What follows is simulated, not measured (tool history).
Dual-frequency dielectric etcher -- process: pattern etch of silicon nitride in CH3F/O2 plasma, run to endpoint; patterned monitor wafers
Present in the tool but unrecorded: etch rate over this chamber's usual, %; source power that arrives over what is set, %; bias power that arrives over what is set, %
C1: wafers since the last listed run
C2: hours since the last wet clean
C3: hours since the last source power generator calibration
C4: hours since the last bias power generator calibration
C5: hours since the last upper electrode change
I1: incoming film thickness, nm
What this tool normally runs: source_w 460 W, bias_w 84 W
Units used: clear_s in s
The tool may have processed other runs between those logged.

{"run": 1, "hour": 0.0, "source_w": 370, "bias_w": 84, "C1": 0, "C2": 139.8, "C3": 3611.3, "C4": 3376.9, "C5": 5515.8, "I1": 75.6, "clear_s": 79.2}
{"run": 2, "hour": 65.2, "source_w": 370, "bias_w": 84, "C1": 293, "C2": 205, "C3": 3676.5, "C4": 3442.1, "C5": 5581, "I1": 76, "clear_s": 79.4}
{"run": 3, "hour": 128.1, "source_w": 460, "bias_w": 84, "C1": 283, "C2": 267.9, "C3": 3739.4, "C4": 3505, "C5": 5643.9, "I1": 75.2, "clear_s": 71.9}
{"run": 4, "hour": 188.7, "source_w": 460, "bias_w": 84, "C1": 272, "C2": 328.5, "C3": 3800, "C4": 3565.6, "C5": 5704.5, "I1": 75.4, "clear_s": 71.5}
{"run": 5, "hour": 236.6, "source_w": 550, "bias_w": 71, "C1": 215, "C2": 376.4, "C3": 3847.9, "C4": 3613.5, "C5": 5752.4, "I1": 75.9, "clear_s": 71}
{"hour": 276.7, "done": "wet clean of the chamber"}
{"run": 6, "hour": 277.2, "source_w": 550, "bias_w": 71, "C1": 74, "C2": 0.5, "C3": 3888.5, "C4": 3654.1, "C5": 5793, "I1": 75, "clear_s": 70}
{"run": 7, "hour": 299.1, "source_w": 550, "bias_w": 71, "C1": 98, "C2": 22.4, "C3": 3910.4, "C4": 3676, "C5": 5814.9, "I1": 75.1, "clear_s": 70.1}
{"run": 8, "hour": 323.9, "source_w": 460, "bias_w": 84, "C1": 111, "C2": 47.2, "C3": 3935.2, "C4": 3700.8, "C5": 5839.7, "I1": 75.7, "clear_s": 72.7}
{"hour": 392.2, "done": "source power generator calibrated"}
{"run": 9, "hour": 442.5, "source_w": 460, "bias_w": 84, "C1": 516, "C2": 165.8, "C3": 50.3, "C4": 3819.4, "C5": 5958.3, "I1": 75.3, "clear_s": 71.9}
{"run": 10, "hour": 483.6, "source_w": 420, "bias_w": 84, "C1": 185, "C2": 206.9, "C3": 91.4, "C4": 3860.5, "C5": 5999.4, "I1": 76.2, "clear_s": 75.8}
{"run": 11, "hour": 537.5, "source_w": 420, "bias_w": 84, "C1": 242, "C2": 260.8, "C3": 145.3, "C4": 3914.4, "C5": 6053.3, "I1": 75.5, "clear_s": 74.7}
{"run": 12, "hour": 591.9, "source_w": 460, "bias_w": 75, "C1": 244, "C2": 315.2, "C3": 199.7, "C4": 3968.8, "C5": 6107.7, "I1": 75.1, "clear_s": 74.1}
{"hour": 670.1, "done": "wet clean of the chamber"}
{"run": 13, "hour": 670.6, "source_w": 460, "bias_w": 75, "C1": 246, "C2": 0.5, "C3": 278.4, "C4": 4047.5, "C5": 6186.4, "I1": 75.4, "clear_s": 74.5}
{"run": 14, "hour": 686.5, "source_w": 490, "bias_w": 84, "C1": 71, "C2": 16.4, "C3": 294.3, "C4": 4063.4, "C5": 6202.3, "I1": 75.7, "clear_s": 70.3}
{"hour": 710.8, "done": "upper electrode replaced"}
{"hour": 742.0, "done": "bias power generator calibrated"}
{"run": 15, "hour": 753.9, "source_w": 460, "bias_w": 84, "C1": 177, "C2": 83.8, "C3": 361.7, "C4": 11.9, "C5": 43.1, "I1": 75.8, "clear_s": 72.4}
{"run": 16, "hour": 791.9, "source_w": 460, "bias_w": 93, "C1": 171, "C2": 121.8, "C3": 399.7, "C4": 49.9, "C5": 81.1, "I1": 74.9, "clear_s": 69.6}
{"run": 17, "hour": 830.4, "source_w": 550, "bias_w": 71, "C1": 173, "C2": 160.3, "C3": 438.2, "C4": 88.4, "C5": 119.6, "I1": 75.3, "clear_s": 70}
{"run": 18, "hour": 877.1, "source_w": 350, "bias_w": 84, "C1": 210, "C2": 207, "C3": 484.9, "C4": 135.1, "C5": 166.3, "I1": 75.2, "clear_s": 80.3}
{"run": 19, "hour": 937.2, "source_w": 410, "bias_w": 84, "C1": 270, "C2": 267.1, "C3": 545, "C4": 195.2, "C5": 226.4, "I1": 75.5, "clear_s": 75.6}
{"run": 20, "hour": 992.8, "source_w": 340, "bias_w": 65, "C1": 250, "C2": 322.7, "C3": 600.6, "C4": 250.8, "C5": 282, "I1": 75.1, "clear_s": 87}
{"hour": 1054.1, "done": "wet clean of the chamber"}
{"run": 21, "hour": 1054.6, "source_w": 460, "bias_w": 84, "C1": 170, "C2": 0.5, "C3": 662.4, "C4": 312.6, "C5": 343.8, "I1": 75.3, "clear_s": 72.2}
{"run": 22, "hour": 1064.8, "source_w": 460, "bias_w": 84, "C1": 45, "C2": 10.7, "C3": 672.6, "C4": 322.8, "C5": 354, "I1": 76, "clear_s": 72.4}
{"run": 23, "hour": 1091.0, "source_w": 460, "bias_w": 73, "C1": 117, "C2": 36.9, "C3": 698.8, "C4": 349, "C5": 380.2, "I1": 76.1, "clear_s": 75.8}
{"run": 24, "hour": 1120.2, "source_w": 460, "bias_w": 84, "C1": 131, "C2": 66.1, "C3": 728, "C4": 378.2, "C5": 409.4, "I1": 75.3, "clear_s": 71.7}
{"run": 25, "hour": 1189.9, "source_w": 410, "bias_w": 84, "C1": 313, "C2": 135.8, "C3": 797.7, "C4": 447.9, "C5": 479.1, "I1": 75.6, "clear_s": 75.6}
{"run": 26, "hour": 1218.4, "source_w": 380, "bias_w": 65, "C1": 128, "C2": 164.3, "C3": 826.2, "C4": 476.4, "C5": 507.6, "I1": 74.9, "clear_s": 82.6}
{"run": 27, "hour": 1250.7, "source_w": 570, "bias_w": 103, "C1": 145, "C2": 196.6, "C3": 858.5, "C4": 508.7, "C5": 539.9, "I1": 76.3, "clear_s": 62.9}

Forecast each of these 5 alternatives for the next run:
{"run": "A", "hour": 1251.2, "source_w": 460, "bias_w": 84, "C1": 2, "C2": 197.1, "C3": 859, "C4": 509.2, "C5": 540.4, "I1": 75, "clear_s": "?"}
{"run": "B", "hour": 1251.2, "source_w": 530, "bias_w": 95, "C1": 2, "C2": 197.1, "C3": 859, "C4": 509.2, "C5": 540.4, "I1": 75, "clear_s": "?"}
{"run": "C", "hour": 1251.2, "source_w": 540, "bias_w": 66, "C1": 2, "C2": 197.1, "C3": 859, "C4": 509.2, "C5": 540.4, "I1": 75, "clear_s": "?"}
{"run": "D", "hour": 1251.2, "source_w": 560, "bias_w": 72, "C1": 2, "C2": 197.1, "C3": 859, "C4": 509.2, "C5": 540.4, "I1": 75, "clear_s": "?"}
{"run": "E", "hour": 1251.2, "source_w": 540, "bias_w": 71, "C1": 2, "C2": 197.1, "C3": 859, "C4": 509.2, "C5": 540.4, "I1": 75, "clear_s": "?"}

run=A clear_s=71.7
run=B clear_s=65.5
run=C clear_s=71.9
run=D clear_s=69.2
run=E clear_s=70.5
Without the tool's hidden state the same runs would have given:
run=A clear_s=71.7
run=B clear_s=65.5
run=C clear_s=71.9
run=D clear_s=69.2
run=E clear_s=70.5

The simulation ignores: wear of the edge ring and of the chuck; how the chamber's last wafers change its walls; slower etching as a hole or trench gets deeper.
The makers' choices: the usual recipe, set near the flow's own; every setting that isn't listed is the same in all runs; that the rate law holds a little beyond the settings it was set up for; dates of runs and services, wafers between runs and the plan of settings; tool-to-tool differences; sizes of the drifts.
